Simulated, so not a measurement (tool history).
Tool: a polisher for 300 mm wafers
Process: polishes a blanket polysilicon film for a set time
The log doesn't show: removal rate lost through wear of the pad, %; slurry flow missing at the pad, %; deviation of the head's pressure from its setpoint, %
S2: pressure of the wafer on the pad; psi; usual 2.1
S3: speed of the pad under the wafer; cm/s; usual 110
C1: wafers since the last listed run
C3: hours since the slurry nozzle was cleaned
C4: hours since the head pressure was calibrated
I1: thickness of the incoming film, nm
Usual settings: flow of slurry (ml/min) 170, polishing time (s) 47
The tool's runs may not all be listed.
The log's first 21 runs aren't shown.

run 22 day=11.029 | flow_of_slurry_(ml/min)=170 S2=2.1 S3=148 polishing_time_(s)=47 | C1=66 wafers_polished_on_this_pad=71 C3=116.6 C4=1128.2 | I1=881.2 | film_removed_(angstrom)=4056
run 23 day=11.475 | flow_of_slurry_(ml/min)=130 S2=1.5 S3=110 polishing_time_(s)=47 | C1=112 wafers_polished_on_this_pad=184 C3=127.3 C4=1138.9 | I1=894 | film_removed_(angstrom)=2858
run 24 day=11.738 | flow_of_slurry_(ml/min)=190 S2=1.8 S3=86 polishing_time_(s)=53 | C1=66 wafers_polished_on_this_pad=250 C3=133.6 C4=1145.2 | I1=916 | film_removed_(angstrom)=3151
run 25 day=12.217 | flow_of_slurry_(ml/min)=170 S2=2.1 S3=110 polishing_time_(s)=47 | C1=121 wafers_polished_on_this_pad=371 C3=145.1 C4=1156.7 | I1=914.6 | film_removed_(angstrom)=3477
run 26 day=12.562 | flow_of_slurry_(ml/min)=170 S2=1.8 S3=78 polishing_time_(s)=47 | C1=87 wafers_polished_on_this_pad=459 C3=153.4 C4=1165 | I1=912.7 | film_removed_(angstrom)=2688
-- day=13.179 head pressure recalibrated
run 27 day=13.2 | flow_of_slurry_(ml/min)=170 S2=2.1 S3=110 polishing_time_(s)=47 | C1=140 wafers_polished_on_this_pad=599 C3=168.7 C4=0.5 | I1=900.4 | film_removed_(angstrom)=3504
run 28 day=13.842 | flow_of_slurry_(ml/min)=230 S2=2.5 S3=96 polishing_time_(s)=41 | C1=162 wafers_polished_on_this_pad=761 C3=184.1 C4=15.9 | I1=887.3 | film_removed_(angstrom)=3159
run 29 day=14.258 | flow_of_slurry_(ml/min)=200 S2=2.5 S3=110 polishing_time_(s)=58 | C1=105 wafers_polished_on_this_pad=866 C3=194.1 C4=25.9 | I1=899.6 | film_removed_(angstrom)=4712
run 30 day=14.825 | flow_of_slurry_(ml/min)=170 S2=1.5 S3=98 polishing_time_(s)=47 | C1=143 wafers_polished_on_this_pad=1009 C3=207.7 C4=39.5 | I1=902.1 | film_removed_(angstrom)=2686
run 31 day=15.179 | flow_of_slurry_(ml/min)=170 S2=2.1 S3=110 polishing_time_(s)=60 | C1=89 wafers_polished_on_this_pad=1099 C3=216.2 C4=48 | I1=903.2 | film_removed_(angstrom)=4395
run 32 day=15.579 | flow_of_slurry_(ml/min)=170 S2=2.1 S3=110 polishing_time_(s)=32 | C1=101 wafers_polished_on_this_pad=1200 C3=225.8 C4=57.6 | I1=900.9 | film_removed_(angstrom)=2323
-- day=16.075 worn pad replaced by a new one
run 33 day=16.154 | flow_of_slurry_(ml/min)=170 S2=2.1 S3=110 polishing_time_(s)=47 | C1=103 wafers_polished_on_this_pad=19 C3=239.6 C4=71.4 | I1=888.8 | film_removed_(angstrom)=3427
run 34 day=16.692 | flow_of_slurry_(ml/min)=145 S2=2.1 S3=136 polishing_time_(s)=47 | C1=135 wafers_polished_on_this_pad=155 C3=252.5 C4=84.3 | I1=903.8 | film_removed_(angstrom)=3845
run 35 day=17.1 | flow_of_slurry_(ml/min)=170 S2=2.1 S3=124 polishing_time_(s)=47 | C1=103 wafers_polished_on_this_pad=258 C3=262.3 C4=94.1 | I1=897 | film_removed_(angstrom)=3667
run 36 day=17.671 | flow_of_slurry_(ml/min)=120 S2=2.1 S3=146 polishing_time_(s)=47 | C1=144 wafers_polished_on_this_pad=402 C3=276 C4=107.8 | I1=895.5 | film_removed_(angstrom)=4018
run 37 day=18.175 | flow_of_slurry_(ml/min)=170 S2=2.3 S3=110 polishing_time_(s)=47 | C1=127 wafers_polished_on_this_pad=530 C3=288.1 C4=119.9 | I1=897.9 | film_removed_(angstrom)=3520

4 ways to go on from here, each from the tool as it stands after run 37. What would each give?
run A day=18.192 | flow_of_slurry_(ml/min)=170 S2=2.1 S3=110 polishing_time_(s)=47 | C1=4 wafers_polished_on_this_pad=534 C3=288.5 C4=120.3 | I1=898.9 | film_removed_(angstrom)=?
run B day=18.192 | flow_of_slurry_(ml/min)=210 S2=2.1 S3=110 polishing_time_(s)=34 | C1=4 wafers_polished_on_this_pad=534 C3=288.5 C4=120.3 | I1=898.9 | film_removed_(angstrom)=?
run C day=18.192 | flow_of_slurry_(ml/min)=125 S2=2.1 S3=124 polishing_time_(s)=47 | C1=4 wafers_polished_on_this_pad=534 C3=288.5 C4=120.3 | I1=898.9 | film_removed_(angstrom)=?
run D day=18.192 | flow_of_slurry_(ml/min)=150 S2=2.1 S3=78 polishing_time_(s)=47 | C1=4 wafers_polished_on_this_pad=534 C3=288.5 C4=120.3 | I1=898.9 | film_removed_(angstrom)=?

run=A film_removed_(angstrom)=3435
run=B film_removed_(angstrom)=2517
run=C film_removed_(angstrom)=3615
run=D film_removed_(angstrom)=2859
Without the tool's hidden state the same runs would have given:
run=A film_removed_(angstrom)=3509
run=B film_removed_(angstrom)=2568
run=C film_removed_(angstrom)=3701
run=D film_removed_(angstrom)=2924
